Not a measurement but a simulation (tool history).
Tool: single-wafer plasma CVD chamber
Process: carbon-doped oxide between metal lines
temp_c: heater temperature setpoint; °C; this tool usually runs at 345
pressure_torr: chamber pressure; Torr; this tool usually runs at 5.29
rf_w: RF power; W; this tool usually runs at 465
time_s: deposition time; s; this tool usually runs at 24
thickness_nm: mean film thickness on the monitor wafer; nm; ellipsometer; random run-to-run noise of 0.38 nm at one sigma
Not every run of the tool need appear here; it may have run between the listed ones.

run	hour	temp_c	pressure_torr	rf_w	time_s	read-back reference wafer on the same gauge, thickness_nm	thickness_nm
1	0	345	5.29	465	24	135.009	107.932
2	16.1	345	4.6	465	24	134.914	104.779
3	23.3	345	4.6	465	24	135.01	105.242
4	35.5	345	5.29	465	21.4	134.833	96.616
5	48.1	345	5.29	440	21.3	134.95	89.964
6	62.3	345	5.29	440	21.3	135.136	90.202
7	75.5	345	5.29	440	21.3	135.015	89.787
8	87.5	345	5.29	400	24	135.061	89.785
# hour 101.2: RF generator calibrated
9	101.7	345	5.29	400	24	134.898	98.853
10	112	345	5.29	400	24	135.169	99.77
11	127.2	345	5.29	465	24	135.022	117.584
12	138.5	345	5.29	465	24	134.947	117.308
# hour 152.5: showerhead replaced
13	155.3	345	5.29	465	24	135.037	117.106
# hour 168.3: gauge calibrated
14	172.2	345	5.29	465	24	135.071	117.25
15	181.9	345	5.29	465	24	134.967	116.946
16	188.8	333	4.7	505	27.7	134.962	148.377
17	201.9	345	5.29	465	24	135.055	117.074
18	210.1	345	4.61	380	24	135.097	89.863
# hour 228.1: capacitance manometer re-zeroed and calibrated
# hour 229.1: thermocouple changed; heater temperature recalibrated
19	229.6	354	6.42	465	24	134.915	115.422
20	235.4	351	6.41	395	24	134.968	95.578
21	250.5	345	5.29	465	24	135.15	115.941
22	259.5	341	6.57	465	24	134.885	120.494
23	274.6	345	5.29	465	24	135.11	115.519

Forecast run 24:
24	283.7	357	5.29	465	24	?	?

{"run 24": {"read-back reference wafer on the same gauge, thickness_nm": 135.011, "thickness_nm": 110.191}}
With no hidden state in the tool, this same run would have given thickness_nm 112.984 nm.

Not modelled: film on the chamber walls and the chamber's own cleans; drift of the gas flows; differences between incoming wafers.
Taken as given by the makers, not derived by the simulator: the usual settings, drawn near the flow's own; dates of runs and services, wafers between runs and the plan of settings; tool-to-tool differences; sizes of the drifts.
